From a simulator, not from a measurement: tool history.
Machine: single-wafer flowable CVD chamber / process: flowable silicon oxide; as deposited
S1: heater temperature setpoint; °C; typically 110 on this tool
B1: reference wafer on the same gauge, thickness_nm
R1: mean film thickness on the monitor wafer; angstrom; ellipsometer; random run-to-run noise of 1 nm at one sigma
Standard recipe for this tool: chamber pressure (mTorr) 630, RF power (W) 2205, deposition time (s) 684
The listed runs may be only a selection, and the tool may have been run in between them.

{"run": 1, "hour": 0.0, "S1": 110, "chamber pressure (mTorr)": 630, "RF power (W)": 2205, "deposition time (s)": 684, "B1": 188.026, "R1": 2233.41}
{"hour": 15.4, "done": "thermocouple changed; heater temperature recalibrated"}
{"run": 2, "hour": 16.1, "S1": 110, "chamber pressure (mTorr)": 630, "RF power (W)": 2205, "deposition time (s)": 684, "B1": 187.866, "R1": 2201.93}
{"run": 3, "hour": 27.7, "S1": 110, "chamber pressure (mTorr)": 630, "RF power (W)": 2205, "deposition time (s)": 684, "B1": 187.823, "R1": 2231.83}
{"run": 4, "hour": 43.4, "S1": 110, "chamber pressure (mTorr)": 630, "RF power (W)": 2205, "deposition time (s)": 684, "B1": 188.034, "R1": 2224.79}
{"run": 5, "hour": 61.2, "S1": 110, "chamber pressure (mTorr)": 630, "RF power (W)": 2205, "deposition time (s)": 684, "B1": 188.112, "R1": 2220.93}
{"run": 6, "hour": 70.4, "S1": 110, "chamber pressure (mTorr)": 630, "RF power (W)": 2205, "deposition time (s)": 684, "B1": 187.862, "R1": 2231.53}
{"hour": 89.1, "done": "RF generator calibrated"}
{"hour": 94.2, "done": "capacitance manometer re-zeroed and calibrated"}
{"run": 7, "hour": 94.7, "S1": 110, "chamber pressure (mTorr)": 682, "RF power (W)": 2205, "deposition time (s)": 585, "B1": 187.972, "R1": 2068.95}
{"run": 8, "hour": 98.8, "S1": 110, "chamber pressure (mTorr)": 630, "RF power (W)": 2205, "deposition time (s)": 684, "B1": 187.824, "R1": 2235.28}
{"run": 9, "hour": 105.4, "S1": 122, "chamber pressure (mTorr)": 630, "RF power (W)": 2205, "deposition time (s)": 562, "B1": 188.076, "R1": 1243.1}
{"run": 10, "hour": 140.0, "S1": 110, "chamber pressure (mTorr)": 630, "RF power (W)": 2375, "deposition time (s)": 641, "B1": 188.022, "R1": 2083.09}
{"run": 11, "hour": 156.0, "S1": 110, "chamber pressure (mTorr)": 630, "RF power (W)": 2205, "deposition time (s)": 557, "B1": 187.987, "R1": 1807.04}
{"run": 12, "hour": 172.5, "S1": 110, "chamber pressure (mTorr)": 630, "RF power (W)": 2205, "deposition time (s)": 684, "B1": 187.857, "R1": 2220.27}
{"run": 13, "hour": 201.1, "S1": 110, "chamber pressure (mTorr)": 630, "RF power (W)": 2205, "deposition time (s)": 684, "B1": 188.357, "R1": 2225.43}
{"run": 14, "hour": 213.6, "S1": 110, "chamber pressure (mTorr)": 630, "RF power (W)": 2205, "deposition time (s)": 684, "B1": 187.877, "R1": 2219.87}
{"hour": 224.2, "done": "showerhead replaced"}
{"run": 15, "hour": 224.7, "S1": 110, "chamber pressure (mTorr)": 740, "RF power (W)": 2205, "deposition time (s)": 684, "B1": 187.984, "R1": 2619.09}
{"hour": 252.3, "done": "gauge calibrated"}
{"run": 16, "hour": 264.9, "S1": 122, "chamber pressure (mTorr)": 479, "RF power (W)": 2350, "deposition time (s)": 585, "B1": 187.932, "R1": 980.1}
{"run": 17, "hour": 271.8, "S1": 97, "chamber pressure (mTorr)": 699, "RF power (W)": 2625, "deposition time (s)": 720, "B1": 188.102, "R1": 4190.43}
{"run": 18, "hour": 279.3, "S1": 110, "chamber pressure (mTorr)": 630, "RF power (W)": 2205, "deposition time (s)": 621, "B1": 187.858, "R1": 2010.35}
{"run": 19, "hour": 285.7, "S1": 125, "chamber pressure (mTorr)": 630, "RF power (W)": 2205, "deposition time (s)": 637, "B1": 188.195, "R1": 1288.28}
{"run": 20, "hour": 301.3, "S1": 110, "chamber pressure (mTorr)": 502, "RF power (W)": 2205, "deposition time (s)": 745, "B1": 187.655, "R1": 1933.48}
{"run": 21, "hour": 307.6, "S1": 110, "chamber pressure (mTorr)": 499, "RF power (W)": 2205, "deposition time (s)": 554, "B1": 188.393, "R1": 1427.49}
{"run": 22, "hour": 319.2, "S1": 110, "chamber pressure (mTorr)": 630, "RF power (W)": 2205, "deposition time (s)": 565, "B1": 188.207, "R1": 1833.84}
{"run": 23, "hour": 370.5, "S1": 110, "chamber pressure (mTorr)": 630, "RF power (W)": 2205, "deposition time (s)": 684, "B1": 188.111, "R1": 2230.13}
{"run": 24, "hour": 383.5, "S1": 105, "chamber pressure (mTorr)": 630, "RF power (W)": 2040, "deposition time (s)": 684, "B1": 188.176, "R1": 2610.57}
{"run": 25, "hour": 399.6, "S1": 117, "chamber pressure (mTorr)": 720, "RF power (W)": 2205, "deposition time (s)": 684, "B1": 188.373, "R1": 2021.77}
{"run": 26, "hour": 410.2, "S1": 104, "chamber pressure (mTorr)": 531, "RF power (W)": 2205, "deposition time (s)": 807, "B1": 188.179, "R1": 2733.03}
{"run": 27, "hour": 425.6, "S1": 114, "chamber pressure (mTorr)": 744, "RF power (W)": 1880, "deposition time (s)": 684, "B1": 188.043, "R1": 2249.51}

For run 28, what comes out?
{"run": 28, "hour": 434.2, "S1": 110, "chamber pressure (mTorr)": 630, "RF power (W)": 2205, "deposition time (s)": 684, "B1": "?", "R1": "?"}

Run 28 produced B1 188.040, R1 2226.80 angstrom.
With no hidden state in the tool, this same run would have given R1 2226.80 angstrom.

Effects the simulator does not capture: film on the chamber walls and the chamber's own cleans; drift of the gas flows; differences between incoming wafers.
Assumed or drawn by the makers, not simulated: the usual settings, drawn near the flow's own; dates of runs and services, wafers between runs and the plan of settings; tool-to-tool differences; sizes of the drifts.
